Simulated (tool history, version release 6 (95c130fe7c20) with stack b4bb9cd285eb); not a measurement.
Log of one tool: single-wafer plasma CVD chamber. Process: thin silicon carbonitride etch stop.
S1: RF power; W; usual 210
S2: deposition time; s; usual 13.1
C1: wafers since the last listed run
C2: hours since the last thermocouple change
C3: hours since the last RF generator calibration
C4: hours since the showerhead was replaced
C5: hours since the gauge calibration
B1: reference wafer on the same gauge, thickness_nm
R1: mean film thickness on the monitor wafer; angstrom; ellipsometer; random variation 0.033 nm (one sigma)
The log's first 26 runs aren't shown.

{"run": 27, "day": 13.696, "S1": 170, "S2": 11.4, "C1": 182, "C2": 243.7, "C3": 19.2, "C4": 179.0, "C5": 76.3, "B1": 9.38, "R1": 64.58}
{"run": 28, "day": 14.225, "S1": 210, "S2": 13.1, "C1": 361, "C2": 256.4, "C3": 31.9, "C4": 191.7, "C5": 89.0, "B1": 9.398, "R1": 82.47}
{"run": 29, "day": 14.854, "S1": 180, "S2": 12.3, "C1": 430, "C2": 271.5, "C3": 47.0, "C4": 206.8, "C5": 104.1, "B1": 9.391, "R1": 71.76}
{"run": 30, "day": 15.246, "S1": 245, "S2": 12.2, "C1": 267, "C2": 280.9, "C3": 56.4, "C4": 216.2, "C5": 113.5, "B1": 9.394, "R1": 83.29}
{"run": 31, "day": 15.662, "S1": 170, "S2": 14.5, "C1": 284, "C2": 290.9, "C3": 66.4, "C4": 226.2, "C5": 123.5, "B1": 9.382, "R1": 82.07}
{"run": 32, "day": 16.267, "S1": 170, "S2": 14.1, "C1": 412, "C2": 305.4, "C3": 80.9, "C4": 240.7, "C5": 138.0, "B1": 9.379, "R1": 79.59}
{"run": 33, "day": 16.779, "S1": 210, "S2": 13.1, "C1": 350, "C2": 317.7, "C3": 93.2, "C4": 253.0, "C5": 150.3, "B1": 9.399, "R1": 82.89}
{"run": 34, "day": 17.225, "S1": 210, "S2": 13.1, "C1": 304, "C2": 328.4, "C3": 103.9, "C4": 263.7, "C5": 161.0, "B1": 9.392, "R1": 83.52}
{"run": 35, "day": 17.633, "S1": 185, "S2": 14.8, "C1": 279, "C2": 338.2, "C3": 113.7, "C4": 273.5, "C5": 170.8, "B1": 9.398, "R1": 87.36}
{"run": 36, "day": 18.246, "S1": 180, "S2": 15.2, "C1": 418, "C2": 352.9, "C3": 128.4, "C4": 288.2, "C5": 185.5, "B1": 9.397, "R1": 87.9}

4 ways to go on from here, each from the tool as it stands after run 36. What would each give?
{"run": "A", "day": 18.262, "S1": 210, "S2": 13.1, "C1": 11, "C2": 353.3, "C3": 128.8, "C4": 288.6, "C5": 185.9, "B1": "?", "R1": "?"}
{"run": "B", "day": 18.262, "S1": 210, "S2": 14.2, "C1": 11, "C2": 353.3, "C3": 128.8, "C4": 288.6, "C5": 185.9, "B1": "?", "R1": "?"}
{"run": "C", "day": 18.262, "S1": 230, "S2": 10.6, "C1": 11, "C2": 353.3, "C3": 128.8, "C4": 288.6, "C5": 185.9, "B1": "?", "R1": "?"}
{"run": "D", "day": 18.262, "S1": 235, "S2": 14.7, "C1": 11, "C2": 353.3, "C3": 128.8, "C4": 288.6, "C5": 185.9, "B1": "?", "R1": "?"}

run=A B1=9.400 R1=82.96
run=B B1=9.400 R1=89.92
run=C B1=9.400 R1=70.22
run=D B1=9.400 R1=98.38
Without the tool's hidden state the same runs would have given:
run=A R1=83.50
run=B R1=90.52
run=C R1=70.68
run=D R1=99.03
